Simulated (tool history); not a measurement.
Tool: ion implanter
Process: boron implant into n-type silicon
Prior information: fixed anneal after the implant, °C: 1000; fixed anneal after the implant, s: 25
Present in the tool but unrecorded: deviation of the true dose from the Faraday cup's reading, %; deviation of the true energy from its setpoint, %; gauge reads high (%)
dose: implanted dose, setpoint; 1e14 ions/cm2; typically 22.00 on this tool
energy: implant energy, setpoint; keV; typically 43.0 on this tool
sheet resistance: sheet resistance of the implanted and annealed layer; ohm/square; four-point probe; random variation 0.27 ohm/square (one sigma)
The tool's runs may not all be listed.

run    hour   dose  energy  wafers since the last listed run  hours since the last dose calibration  hours since the extraction supply was calibrated  hours since the gauge calibration  read-back reference wafer on the same gauge, sheet resistance  sheet resistance
  1     0.0  23.35    43.0                                 0                                  560.7                                            2693.1                              573.3                                                          50.66             58.82
  2    79.7  23.35    43.0                              1524                                  640.4                                            2772.8                              653.0                                                          50.67             58.78
  3   134.6  17.96    43.0                              1050                                  695.3                                            2827.7                              707.9                                                          50.65             71.51
      221.6  -- gauge calibrated
  4   241.1  17.96    43.0                              2037                                  801.8                                            2934.2                               19.5                                                          50.65             71.68
      267.0  -- Faraday cup replaced and dose calibrated
  5   285.9  17.96    43.0                               704                                   18.9                                            2979.0                               64.3                                                          50.54             71.64
  6   359.8  23.55    50.5                              1413                                   92.8                                            3052.9                              138.2                                                          50.61             57.61
  7   427.8  23.55    50.5                              1301                                  160.8                                            3120.9                              206.2                                                          50.61             57.61
  8   471.4  23.55    50.5                               834                                  204.4                                            3164.5                              249.8                                                          50.62             57.17
  9   536.1  19.52    43.0                              1237                                  269.1                                            3229.2                              314.5                                                          50.59             66.70
 10   610.0  22.00    46.5                              1413                                  343.0                                            3303.1                              388.4                                                          50.67             60.75
 11   672.1  22.00    37.5                              1188                                  405.1                                            3365.2                              450.5                                                          50.61             62.70
      916.0  -- Faraday cup replaced and dose calibrated
 12   965.9  22.00    43.0                              5468                                   49.9                                            3659.0                              744.3                                                          50.45             60.96
     1032.1  -- gauge calibrated
 13  1042.4  22.00    35.0                              1463                                  126.4                                            3735.5                               10.3                                                          50.55             63.10
 14  1132.4  26.53    51.0                              1721                                  216.4                                            3825.5                              100.3                                                          50.64             52.87
     1191.1  -- extraction supply calibrated
 15  1195.1  23.74    50.0                              1046                                  279.1                                               4.0                              163.0                                                          50.56             57.37
 16  1245.9  24.58    43.0                               971                                  329.9                                              54.8                              213.8                                                          50.50             56.91
 17  1289.4  22.00    43.0                               832                                  373.4                                              98.3                              257.3                                                          50.60             60.83
 18  1357.4  22.00    38.0                              1301                                  441.4                                             166.3                              325.3                                                          50.75             62.64
 19  1398.9  22.00    43.0                               793                                  482.9                                             207.8                              366.8                                                          50.62             61.78
 20  1437.4  23.35    43.0                               736                                  521.4                                             246.3                              405.3                                                          50.60             58.90
 21  1518.0  18.35    36.0                              1542                                  602.0                                             326.9                              485.9                                                          50.56             71.67
     1585.4  -- Faraday cup replaced and dose calibrated
 22  1622.9  22.00    38.5                              1853                                   37.5                                             431.8                              590.8                                                          50.61             62.10
 23  1682.0  25.08    37.0                              1130                                   96.6                                             490.9                              649.9                                                          50.64             58.12
 24  1760.9  16.96    37.5                              1509                                  175.5                                             569.8                              728.8                                                          50.65             75.53
 25  1805.1  16.23    33.5                               845                                  219.7                                             614.0                              773.0                                                          50.73             79.05

Run-by-run hidden state of the tool:
deviation of the true dose from the Faraday cup's reading, %: 0, the same for each run
deviation of the true energy from its setpoint, %: 0, the same for each run
gauge reads high (%): 0, the same for each run

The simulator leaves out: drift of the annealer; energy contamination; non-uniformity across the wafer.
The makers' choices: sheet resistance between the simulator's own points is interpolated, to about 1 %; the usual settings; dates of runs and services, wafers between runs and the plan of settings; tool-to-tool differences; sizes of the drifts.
